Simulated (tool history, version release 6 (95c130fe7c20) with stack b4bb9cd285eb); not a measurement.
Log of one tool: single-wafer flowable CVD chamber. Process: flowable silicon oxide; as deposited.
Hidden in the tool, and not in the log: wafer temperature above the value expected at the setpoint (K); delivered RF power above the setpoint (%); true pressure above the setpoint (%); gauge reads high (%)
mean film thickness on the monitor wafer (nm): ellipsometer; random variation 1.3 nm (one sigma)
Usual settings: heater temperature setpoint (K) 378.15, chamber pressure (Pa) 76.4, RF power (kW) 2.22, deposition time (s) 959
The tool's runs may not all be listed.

run     day  heater temperature setpoint (K)  chamber pressure (Pa)  RF power (kW)  deposition time (s)  wafers since the last listed run  hours since the last thermocouple change  hours since the last RF generator calibration  hours since the last manometer calibration  hours since the showerhead was replaced  hours since the gauge calibration  read-back reference wafer on the same gauge, thickness_nm  mean film thickness on the monitor wafer (nm)
  1       0                           378.15                   76.4           2.22                  959                                 0                                    2230.3                                         1849.1                                      2881.9                                   6748.1                              208.8                                                    381.023                                        270.182
  2    0.65                           378.15                   76.4           2.22                  959                                21                                    2245.9                                         1864.7                                      2897.5                                   6763.7                              224.4                                                    380.705                                        269.413
  3   1.388                           378.15                   76.4           2.22                  959                                23                                    2263.6                                         1882.4                                      2915.2                                   6781.4                              242.1                                                    380.372                                        271.132
  4   1.654                           378.15                   76.4           2.22                  959                                 8                                      2270                                         1888.8                                      2921.6                                   6787.8                              248.5                                                    381.543                                        269.156
  5   2.196                           378.15                   81.1          1.985                  959                                17                                      2283                                         1901.8                                      2934.6                                   6800.8                              261.5                                                    380.926                                        280.762
  6   2.892                           378.15                   76.4           1.97                 1092                                22                                    2299.7                                         1918.5                                      2951.3                                   6817.5                              278.2                                                    381.213                                        300.108
  7   3.488                           384.15                   76.4           2.22                  959                                19                                      2314                                         1932.8                                      2965.6                                   6831.8                              292.5                                                    381.661                                        230.465
      3.683  -- gauge calibrated
  8   4.388                           384.15                   76.4           2.22                  959                                29                                    2335.6                                         1954.4                                      2987.2                                   6853.4                               16.9                                                    380.759                                        230.331
  9   4.767                           384.15                   76.4           2.22                  959                                12                                    2344.7                                         1963.5                                      2996.3                                   6862.5                                 26                                                    380.984                                        228.367
 10   5.458                           378.15                   85.9           2.22                  959                                22                                    2361.3                                         1980.1                                      3012.9                                   6879.1                               42.6                                                    381.379                                        303.378
 11   5.983                           378.15                   85.9           2.22                  959                                16                                    2373.9                                         1992.7                                      3025.5                                   6891.7                               55.2                                                    381.188                                        303.861
 12   6.683                           378.15                   85.9           2.22                  959                                22                                    2390.7                                         2009.5                                      3042.3                                   6908.5                                 72                                                     380.92                                        303.025
 13   7.279                           378.15                     92           1.86                 1090                                19                                      2405                                         2023.8                                      3056.6                                   6922.8                               86.3                                                    381.041                                        355.909
      7.917  -- RF generator calibrated
 14   7.938                           378.15                   82.1          2.395                  959                                10                                    2420.8                                            0.5                                      3072.4                                   6938.6                              102.1                                                     381.08                                         292.96
      8.346  -- showerhead replaced
      8.479  -- capacitance manometer re-zeroed and calibrated
 15     8.5                           378.15                   85.9           2.22                  959                                 3                                    2434.3                                             14                                         0.5                                      3.7                              115.6                                                    380.947                                        304.051
 16    8.85                           372.15                   83.3          2.585                  880                                11                                    2442.7                                           22.4                                         8.9                                     12.1                                124                                                    380.747                                        327.071
 17  10.512                           372.15                   86.8          1.955                  959                                53                                    2482.6                                           62.3                                        48.8                                       52                              163.9                                                    380.902                                        356.508
 18  10.975                           384.15                   90.4          2.015                  817                                14                                    2493.7                                           73.4                                        59.9                                     63.1                                175                                                    380.432                                        226.696
     11.433  -- thermocouple changed; heater temperature recalibrated
 19  11.454                           373.15                   63.3           2.02                 1045                                 4                                       0.5                                           84.9                                        71.4                                     74.6                              186.5                                                    380.691                                        332.748
 20  11.512                           372.15                   83.3          2.585                  880                                 1                                       1.9                                           86.3                                        72.8                                       76                              187.9                                                    380.729                                        392.859

Forecast run 21:
 21  11.875                           378.15                   76.4           2.22                  959                                11                                      10.6                                             95                                        81.5                                     84.7                              196.6                                                          ?                                              ?

Run 21 gave read-back reference wafer on the same gauge, thickness_nm 380.84, mean film thickness on the monitor wafer (nm) 318.819.
Without the tool's hidden state the same run would have given mean film thickness on the monitor wafer (nm) 320.181.
